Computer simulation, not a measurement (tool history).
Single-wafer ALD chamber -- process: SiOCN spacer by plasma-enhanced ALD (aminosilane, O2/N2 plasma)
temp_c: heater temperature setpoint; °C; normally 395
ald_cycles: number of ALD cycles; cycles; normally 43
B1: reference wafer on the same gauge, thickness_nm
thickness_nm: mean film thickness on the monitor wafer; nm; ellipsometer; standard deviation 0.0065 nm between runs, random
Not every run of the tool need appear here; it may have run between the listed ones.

{"run": 1, "day": 0.0, "temp_c": 385, "ald_cycles": 43, "B1": 2.231, "thickness_nm": 2.615}
{"run": 2, "day": 0.525, "temp_c": 385, "ald_cycles": 43, "B1": 2.231, "thickness_nm": 2.621}
{"run": 3, "day": 0.988, "temp_c": 395, "ald_cycles": 43, "B1": 2.229, "thickness_nm": 2.62}
{"run": 4, "day": 1.554, "temp_c": 395, "ald_cycles": 43, "B1": 2.23, "thickness_nm": 2.613}
{"run": 5, "day": 2.046, "temp_c": 395, "ald_cycles": 43, "B1": 2.23, "thickness_nm": 2.617}
{"run": 6, "day": 2.538, "temp_c": 395, "ald_cycles": 41, "B1": 2.231, "thickness_nm": 2.496}
{"run": 7, "day": 3.279, "temp_c": 395, "ald_cycles": 43, "B1": 2.231, "thickness_nm": 2.609}
{"run": 8, "day": 3.942, "temp_c": 395, "ald_cycles": 43, "B1": 2.231, "thickness_nm": 2.616}
{"run": 9, "day": 4.233, "temp_c": 395, "ald_cycles": 43, "B1": 2.228, "thickness_nm": 2.625}
{"run": 10, "day": 4.75, "temp_c": 395, "ald_cycles": 47, "B1": 2.23, "thickness_nm": 2.873}
{"day": 5.346, "done": "thermocouple changed; heater temperature recalibrated"}
{"run": 11, "day": 5.367, "temp_c": 395, "ald_cycles": 47, "B1": 2.231, "thickness_nm": 2.86}
{"day": 5.546, "done": "gauge calibrated"}
{"run": 12, "day": 5.621, "temp_c": 395, "ald_cycles": 47, "B1": 2.228, "thickness_nm": 2.855}
{"run": 13, "day": 6.279, "temp_c": 395, "ald_cycles": 43, "B1": 2.229, "thickness_nm": 2.623}
{"run": 14, "day": 6.871, "temp_c": 395, "ald_cycles": 37, "B1": 2.23, "thickness_nm": 2.254}
{"run": 15, "day": 7.5, "temp_c": 395, "ald_cycles": 37, "B1": 2.23, "thickness_nm": 2.254}
{"run": 16, "day": 8.062, "temp_c": 395, "ald_cycles": 37, "B1": 2.23, "thickness_nm": 2.253}
{"run": 17, "day": 8.542, "temp_c": 395, "ald_cycles": 51, "B1": 2.231, "thickness_nm": 3.107}
{"run": 18, "day": 8.883, "temp_c": 395, "ald_cycles": 49, "B1": 2.233, "thickness_nm": 2.99}
{"run": 19, "day": 9.471, "temp_c": 408, "ald_cycles": 51, "B1": 2.23, "thickness_nm": 3.016}
{"run": 20, "day": 10.196, "temp_c": 395, "ald_cycles": 43, "B1": 2.232, "thickness_nm": 2.618}
{"run": 21, "day": 10.929, "temp_c": 381, "ald_cycles": 47, "B1": 2.23, "thickness_nm": 2.863}
{"run": 22, "day": 11.458, "temp_c": 389, "ald_cycles": 37, "B1": 2.232, "thickness_nm": 2.252}
{"run": 23, "day": 11.754, "temp_c": 395, "ald_cycles": 45, "B1": 2.231, "thickness_nm": 2.728}
{"run": 24, "day": 12.258, "temp_c": 406, "ald_cycles": 51, "B1": 2.229, "thickness_nm": 3.038}
{"run": 25, "day": 12.696, "temp_c": 395, "ald_cycles": 43, "B1": 2.231, "thickness_nm": 2.616}
{"run": 26, "day": 12.946, "temp_c": 384, "ald_cycles": 40, "B1": 2.231, "thickness_nm": 2.44}
{"run": 27, "day": 13.596, "temp_c": 381, "ald_cycles": 40, "B1": 2.231, "thickness_nm": 2.437}
{"run": 28, "day": 14.062, "temp_c": 384, "ald_cycles": 48, "B1": 2.229, "thickness_nm": 2.926}
{"run": 29, "day": 14.317, "temp_c": 395, "ald_cycles": 38, "B1": 2.23, "thickness_nm": 2.319}
{"run": 30, "day": 14.9, "temp_c": 395, "ald_cycles": 38, "B1": 2.231, "thickness_nm": 2.302}
{"run": 31, "day": 15.525, "temp_c": 395, "ald_cycles": 38, "B1": 2.23, "thickness_nm": 2.301}
{"run": 32, "day": 15.996, "temp_c": 395, "ald_cycles": 43, "B1": 2.231, "thickness_nm": 2.619}
{"run": 33, "day": 16.25, "temp_c": 383, "ald_cycles": 38, "B1": 2.23, "thickness_nm": 2.314}

Alternative continuations, all from the tool just after run 33; predict every row:
{"run": "A", "day": 16.271, "temp_c": 395, "ald_cycles": 43, "B1": "?", "thickness_nm": "?"}
{"run": "B", "day": 16.271, "temp_c": 384, "ald_cycles": 38, "B1": "?", "thickness_nm": "?"}
{"run": "C", "day": 16.271, "temp_c": 401, "ald_cycles": 49, "B1": "?", "thickness_nm": "?"}
{"run": "D", "day": 16.271, "temp_c": 388, "ald_cycles": 45, "B1": "?", "thickness_nm": "?"}

run=A B1=2.229 thickness_nm=2.621
run=B B1=2.229 thickness_nm=2.316
run=C B1=2.229 thickness_nm=2.970
run=D B1=2.229 thickness_nm=2.743
The same runs, with their run-to-run variation unchanged, on a tool lacking any hidden condition would have given:
run=A thickness_nm=2.621
run=B thickness_nm=2.316
run=C thickness_nm=2.970
run=D thickness_nm=2.743

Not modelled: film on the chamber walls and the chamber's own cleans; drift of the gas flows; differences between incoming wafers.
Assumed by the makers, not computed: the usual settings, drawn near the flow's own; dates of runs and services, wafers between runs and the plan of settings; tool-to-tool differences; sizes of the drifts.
